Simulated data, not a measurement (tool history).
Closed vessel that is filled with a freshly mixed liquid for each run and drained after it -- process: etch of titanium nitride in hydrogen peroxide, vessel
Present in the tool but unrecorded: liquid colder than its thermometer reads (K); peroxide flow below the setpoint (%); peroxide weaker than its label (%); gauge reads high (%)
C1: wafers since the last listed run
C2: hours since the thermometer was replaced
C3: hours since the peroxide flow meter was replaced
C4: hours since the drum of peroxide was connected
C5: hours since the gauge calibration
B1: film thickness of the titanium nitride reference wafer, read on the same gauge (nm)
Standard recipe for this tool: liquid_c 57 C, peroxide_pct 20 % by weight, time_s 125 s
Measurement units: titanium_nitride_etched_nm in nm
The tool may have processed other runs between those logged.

run 1 hour=0.0 | liquid_c=57 peroxide_pct=20 time_s=125 | C1=0 C2=1550.5 C3=1240.3 C4=1148.2 C5=55.9 | B1=49.98 | titanium_nitride_etched_nm=11.94
run 2 hour=8.5 | liquid_c=50 peroxide_pct=20 time_s=125 | C1=560 C2=1559.0 C3=1248.8 C4=1156.7 C5=64.4 | B1=50.00 | titanium_nitride_etched_nm=7.23
run 3 hour=21.6 | liquid_c=50 peroxide_pct=20 time_s=125 | C1=863 C2=1572.1 C3=1261.9 C4=1169.8 C5=77.5 | B1=50.00 | titanium_nitride_etched_nm=7.22
run 4 hour=30.9 | liquid_c=50 peroxide_pct=20 time_s=125 | C1=613 C2=1581.4 C3=1271.2 C4=1179.1 C5=86.8 | B1=50.03 | titanium_nitride_etched_nm=7.20
run 5 hour=39.7 | liquid_c=53 peroxide_pct=20 time_s=125 | C1=580 C2=1590.2 C3=1280.0 C4=1187.9 C5=95.6 | B1=49.99 | titanium_nitride_etched_nm=8.92
-- hour=40.6 gauge calibrated
run 6 hour=48.3 | liquid_c=53 peroxide_pct=20 time_s=125 | C1=567 C2=1598.8 C3=1288.6 C4=1196.5 C5=7.7 | B1=50.00 | titanium_nitride_etched_nm=8.96
-- hour=64.1 new drum of peroxide connected
run 7 hour=65.6 | liquid_c=53 peroxide_pct=20 time_s=125 | C1=1075 C2=1616.1 C3=1305.9 C4=1.5 C5=25.0 | B1=49.98 | titanium_nitride_etched_nm=8.96
run 8 hour=78.6 | liquid_c=57 peroxide_pct=20 time_s=125 | C1=857 C2=1629.1 C3=1318.9 C4=14.5 C5=38.0 | B1=50.02 | titanium_nitride_etched_nm=11.88
run 9 hour=95.6 | liquid_c=57 peroxide_pct=18 time_s=125 | C1=1121 C2=1646.1 C3=1335.9 C4=31.5 C5=55.0 | B1=49.97 | titanium_nitride_etched_nm=11.58

What will run 10 give?
run 10 hour=106.8 | liquid_c=57 peroxide_pct=22 time_s=125 | C1=738 C2=1657.3 C3=1347.1 C4=42.7 C5=66.2 | B1=? | titanium_nitride_etched_nm=?

{"run 10": {"B1": 50.0, "titanium_nitride_etched_nm": 12.1}}
On a tool with no hidden condition, and with the same random variation, this run would have come out at titanium_nitride_etched_nm 14.00 nm.
